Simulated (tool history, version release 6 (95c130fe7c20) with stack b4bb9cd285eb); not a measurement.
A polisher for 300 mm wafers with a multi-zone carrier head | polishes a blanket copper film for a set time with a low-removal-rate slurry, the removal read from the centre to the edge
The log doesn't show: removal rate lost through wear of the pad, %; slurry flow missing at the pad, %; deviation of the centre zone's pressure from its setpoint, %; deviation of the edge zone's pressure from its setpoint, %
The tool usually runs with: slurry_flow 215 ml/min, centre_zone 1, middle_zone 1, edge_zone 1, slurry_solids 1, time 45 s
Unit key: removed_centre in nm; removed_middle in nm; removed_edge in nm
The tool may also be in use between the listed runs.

run	hour	slurry_flow	centre_zone	middle_zone	edge_zone	slurry_solids	time	wafers since the last listed run	wafers polished on this pad	hours since the slurry nozzle was cleaned	hours since the centre zone pressure was calibrated	hours since the edge zone pressure was calibrated	hours since the carrier head's membrane was replaced	incoming thickness of the incoming film, nm	removed_centre	removed_middle	removed_edge
1	0	215	1	1	1	1	45	0	397	699.9	843.8	1031.6	1049.7	591.9	193.1	185.2	189.6
2	28.8	215	1	1	1	1	45	256	654	728.7	872.6	1060.4	1078.5	599.6	184.9	182.8	192.6
3	59.9	215	1	1	1	1	45	277	931	759.8	903.7	1091.5	1109.6	602.7	186.6	181.5	191.1
# hour 104.5: worn pad replaced by a new one
4	126.9	215	1.06	1	1	1	45	561	199	826.8	970.7	1158.5	1176.6	590.9	204.7	186.6	193.8
5	156.6	215	1.06	1	1	1	45	264	464	856.5	1000.4	1188.2	1206.3	593.1	205.7	185.4	188.3
6	184.2	190	1	1	1	1	45	245	710	884.1	1028	1215.8	1233.9	594.4	187.5	179.7	189.3
# hour 233.5: slurry nozzle cleaned
# hour 235.5: worn pad replaced by a new one
7	260.9	190	1	1	1	1	45	657	226	27.4	1104.7	1292.5	1310.6	607	190.2	182	187.8
# hour 277.2: carrier head's membrane replaced by a new one
8	277.7	215	1.05	0.9	1.05	1.2	45	105	331	44.2	1121.5	1309.3	0.5	596.1	214	180.9	209.1
9	292.8	215	1	1	1	1	45	134	466	59.3	1136.6	1324.4	15.6	606.7	185.7	182.5	188.4
# hour 313.7: edge zone pressure recalibrated
10	323.4	235	1	1	1	1	34	254	721	89.9	1167.2	9.7	46.2	600.6	144.4	142.8	144.1
# hour 334.7: centre zone pressure recalibrated
11	337.2	215	1	0.91	1	1	56	105	826	103.7	2.5	23.5	60	597.6	233.7	207.7	231.9
12	355.3	215	1	1	1	1	45	161	987	121.8	20.6	41.6	78.1	609.8	185.2	180.1	185.9
# hour 370: worn pad replaced by a new one
13	372.5	185	1	1.04	1	1	45	117	21	139	37.8	58.8	95.3	597.4	192.2	188.8	191.8
14	397.3	215	1	0.92	0.93	1.2	45	221	242	163.8	62.6	83.6	120.1	596	205.5	183.3	196.2
15	422.8	215	1	1.08	1	0.85	45	227	470	189.3	88.1	109.1	145.6	597.6	179.6	186.6	182
16	458.3	215	1	1	1	1	53	316	786	224.8	123.6	144.6	181.1	594.4	221.5	211	219.1

Run 17 has not been measured yet. What should we expect?
17	477.3	160	1	1.05	1.1	1	39	169	956	243.8	142.6	163.6	200.1	590.9	?	?	?

Logged for run 17: removed_centre 151.4 nm, removed_middle 156.2 nm, removed_edge 161.1 nm.
With no hidden state in the tool, this same run would have given removed_centre 158.6 nm, removed_middle 163.6 nm, removed_edge 168.8 nm.
